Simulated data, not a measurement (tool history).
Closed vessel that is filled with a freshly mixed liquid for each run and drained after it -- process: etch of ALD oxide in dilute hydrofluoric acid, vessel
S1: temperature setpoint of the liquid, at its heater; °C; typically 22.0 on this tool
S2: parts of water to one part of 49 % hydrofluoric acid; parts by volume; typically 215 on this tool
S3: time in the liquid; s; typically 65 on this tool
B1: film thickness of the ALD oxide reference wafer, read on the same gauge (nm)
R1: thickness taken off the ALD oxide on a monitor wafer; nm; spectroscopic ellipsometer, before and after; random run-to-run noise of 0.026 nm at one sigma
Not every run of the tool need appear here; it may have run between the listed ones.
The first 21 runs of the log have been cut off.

run,hour,S1,S2,S3,B1,R1
22,1575.9,22.0,115,75,90.040,9.844
23,1633.4,26.0,215,65,90.005,4.774
24,1677.5,22.0,215,40,89.948,2.505
# hour 1719.4: thermometer replaced
# hour 1732.7: gauge calibrated
25,1745.5,20.0,215,35,90.022,2.026
26,1811.0,19.5,270,105,90.006,4.543
27,2051.7,22.0,175,65,89.981,5.208
28,2106.6,22.0,215,65,89.953,4.059
29,2175.4,18.5,165,65,89.964,4.857
30,2273.7,18.5,185,50,89.959,3.277
31,2378.3,20.5,275,85,90.011,3.698

What if the next run were any one of these 5? Each begins from the tool's condition after run 31:
A,2379.0,22.0,215,50,?,?
B,2379.0,25.0,265,65,?,?
C,2379.0,25.5,185,45,?,?
D,2379.0,18.5,255,90,?,?
E,2379.0,24.0,265,35,?,?

run,B1,R1
A,89.952,3.137
B,89.952,3.502
C,89.952,3.858
D,89.952,4.015
E,89.952,1.821
What these runs would have given with no unlogged condition in the tool:
run,R1
A,3.196
B,3.571
C,3.930
D,4.091
E,1.856
